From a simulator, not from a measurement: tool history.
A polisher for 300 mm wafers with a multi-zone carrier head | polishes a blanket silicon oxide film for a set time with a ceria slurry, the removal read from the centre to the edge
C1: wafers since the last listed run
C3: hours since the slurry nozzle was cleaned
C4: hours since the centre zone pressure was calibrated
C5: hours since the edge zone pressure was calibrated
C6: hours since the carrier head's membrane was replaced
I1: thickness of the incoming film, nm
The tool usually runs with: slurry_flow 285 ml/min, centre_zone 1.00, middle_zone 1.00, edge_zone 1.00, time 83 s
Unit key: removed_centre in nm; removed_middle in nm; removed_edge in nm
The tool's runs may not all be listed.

{"run": 1, "hour": 0.0, "slurry_flow": 285, "centre_zone": 1.0, "middle_zone": 1.0, "edge_zone": 1.0, "time": 83, "C1": 0, "wafers polished on this pad": 3947, "C3": 141.3, "C4": 827.3, "C5": 755.2, "C6": 313.0, "I1": 1883.7, "removed_centre": 721.2, "removed_middle": 737.3, "removed_edge": 730.9}
{"run": 2, "hour": 61.1, "slurry_flow": 285, "centre_zone": 1.0, "middle_zone": 1.0, "edge_zone": 1.0, "time": 83, "C1": 758, "wafers polished on this pad": 4706, "C3": 202.4, "C4": 888.4, "C5": 816.3, "C6": 374.1, "I1": 1864.3, "removed_centre": 735.0, "removed_middle": 740.0, "removed_edge": 740.2}
{"run": 3, "hour": 100.3, "slurry_flow": 285, "centre_zone": 1.0, "middle_zone": 1.08, "edge_zone": 0.91, "time": 83, "C1": 486, "wafers polished on this pad": 5192, "C3": 241.6, "C4": 927.6, "C5": 855.5, "C6": 413.3, "I1": 1865.8, "removed_centre": 725.3, "removed_middle": 774.6, "removed_edge": 704.5}
{"hour": 110.8, "done": "worn pad replaced by a new one"}
{"run": 4, "hour": 185.7, "slurry_flow": 285, "centre_zone": 0.96, "middle_zone": 1.0, "edge_zone": 1.0, "time": 83, "C1": 1010, "wafers polished on this pad": 930, "C3": 327.0, "C4": 1013.0, "C5": 940.9, "C6": 498.7, "I1": 1847.0, "removed_centre": 708.5, "removed_middle": 735.6, "removed_edge": 740.8}
{"run": 5, "hour": 256.6, "slurry_flow": 285, "centre_zone": 0.96, "middle_zone": 1.0, "edge_zone": 1.0, "time": 83, "C1": 880, "wafers polished on this pad": 1810, "C3": 397.9, "C4": 1083.9, "C5": 1011.8, "C6": 569.6, "I1": 1877.3, "removed_centre": 692.6, "removed_middle": 734.9, "removed_edge": 747.0}
{"run": 6, "hour": 341.6, "slurry_flow": 285, "centre_zone": 0.96, "middle_zone": 1.0, "edge_zone": 1.0, "time": 83, "C1": 1055, "wafers polished on this pad": 2865, "C3": 482.9, "C4": 1168.9, "C5": 1096.8, "C6": 654.6, "I1": 1902.2, "removed_centre": 711.0, "removed_middle": 744.5, "removed_edge": 744.8}
{"hour": 353.0, "done": "carrier head's membrane replaced by a new one"}
{"hour": 356.0, "done": "centre zone pressure recalibrated"}
{"hour": 393.0, "done": "slurry nozzle cleaned"}
{"hour": 400.3, "done": "edge zone pressure recalibrated"}
{"run": 7, "hour": 417.0, "slurry_flow": 285, "centre_zone": 1.0, "middle_zone": 1.0, "edge_zone": 1.0, "time": 83, "C1": 811, "wafers polished on this pad": 3677, "C3": 24.0, "C4": 61.0, "C5": 16.7, "C6": 64.0, "I1": 1869.8, "removed_centre": 741.6, "removed_middle": 745.3, "removed_edge": 750.5}
{"run": 8, "hour": 462.8, "slurry_flow": 365, "centre_zone": 1.05, "middle_zone": 1.0, "edge_zone": 0.92, "time": 103, "C1": 568, "wafers polished on this pad": 4246, "C3": 69.8, "C4": 106.8, "C5": 62.5, "C6": 109.8, "I1": 1835.2, "removed_centre": 974.7, "removed_middle": 931.7, "removed_edge": 902.3}
{"run": 9, "hour": 510.0, "slurry_flow": 285, "centre_zone": 0.91, "middle_zone": 1.12, "edge_zone": 0.88, "time": 60, "C1": 585, "wafers polished on this pad": 4832, "C3": 117.0, "C4": 154.0, "C5": 109.7, "C6": 157.0, "I1": 1901.6, "removed_centre": 473.2, "removed_middle": 571.9, "removed_edge": 494.2}
{"hour": 586.9, "done": "worn pad replaced by a new one"}
{"run": 10, "hour": 717.9, "slurry_flow": 285, "centre_zone": 1.0, "middle_zone": 1.09, "edge_zone": 1.0, "time": 92, "C1": 2531, "wafers polished on this pad": 1626, "C3": 324.9, "C4": 361.9, "C5": 317.6, "C6": 364.9, "I1": 1857.2, "removed_centre": 805.8, "removed_middle": 860.1, "removed_edge": 802.5}
{"run": 11, "hour": 780.6, "slurry_flow": 360, "centre_zone": 1.11, "middle_zone": 0.91, "edge_zone": 1.0, "time": 60, "C1": 778, "wafers polished on this pad": 2404, "C3": 387.6, "C4": 424.6, "C5": 380.3, "C6": 427.6, "I1": 1890.8, "removed_centre": 600.0, "removed_middle": 503.8, "removed_edge": 540.6}
{"run": 12, "hour": 875.2, "slurry_flow": 285, "centre_zone": 1.0, "middle_zone": 1.0, "edge_zone": 1.0, "time": 83, "C1": 1174, "wafers polished on this pad": 3579, "C3": 482.2, "C4": 519.2, "C5": 474.9, "C6": 522.2, "I1": 1870.1, "removed_centre": 720.3, "removed_middle": 734.6, "removed_edge": 746.4}
{"hour": 904.5, "done": "carrier head's membrane replaced by a new one"}
{"hour": 918.2, "done": "slurry nozzle cleaned"}
{"run": 13, "hour": 937.1, "slurry_flow": 285, "centre_zone": 1.0, "middle_zone": 1.11, "edge_zone": 0.95, "time": 65, "C1": 694, "wafers polished on this pad": 4273, "C3": 18.9, "C4": 581.1, "C5": 536.8, "C6": 32.6, "I1": 1875.2, "removed_centre": 556.4, "removed_middle": 612.9, "removed_edge": 555.9}
{"hour": 1023.1, "done": "worn pad replaced by a new one"}
{"run": 14, "hour": 1178.0, "slurry_flow": 285, "centre_zone": 1.0, "middle_zone": 1.04, "edge_zone": 1.0, "time": 73, "C1": 2941, "wafers polished on this pad": 1923, "C3": 259.8, "C4": 822.0, "C5": 777.7, "C6": 273.5, "I1": 1838.4, "removed_centre": 646.2, "removed_middle": 669.4, "removed_edge": 651.8}
{"run": 15, "hour": 1243.8, "slurry_flow": 285, "centre_zone": 1.04, "middle_zone": 1.0, "edge_zone": 1.11, "time": 83, "C1": 816, "wafers polished on this pad": 2740, "C3": 325.6, "C4": 887.8, "C5": 843.5, "C6": 339.3, "I1": 1833.8, "removed_centre": 751.2, "removed_middle": 726.5, "removed_edge": 778.3}

Run 16 has not been measured yet. What should we expect?
{"run": 16, "hour": 1287.3, "slurry_flow": 285, "centre_zone": 1.0, "middle_zone": 0.89, "edge_zone": 1.0, "time": 83, "C1": 540, "wafers polished on this pad": 3280, "C3": 369.1, "C4": 931.3, "C5": 887.0, "C6": 382.8, "I1": 1852.0, "removed_centre": "?", "removed_middle": "?", "removed_edge": "?"}

Run 16 came out at removed_centre 706.4 nm, removed_middle 679.0 nm, removed_edge 736.3 nm.
On a tool with no hidden condition, and with the same random variation, this run would have come out at removed_centre 706.4 nm, removed_middle 679.0 nm, removed_edge 736.3 nm.

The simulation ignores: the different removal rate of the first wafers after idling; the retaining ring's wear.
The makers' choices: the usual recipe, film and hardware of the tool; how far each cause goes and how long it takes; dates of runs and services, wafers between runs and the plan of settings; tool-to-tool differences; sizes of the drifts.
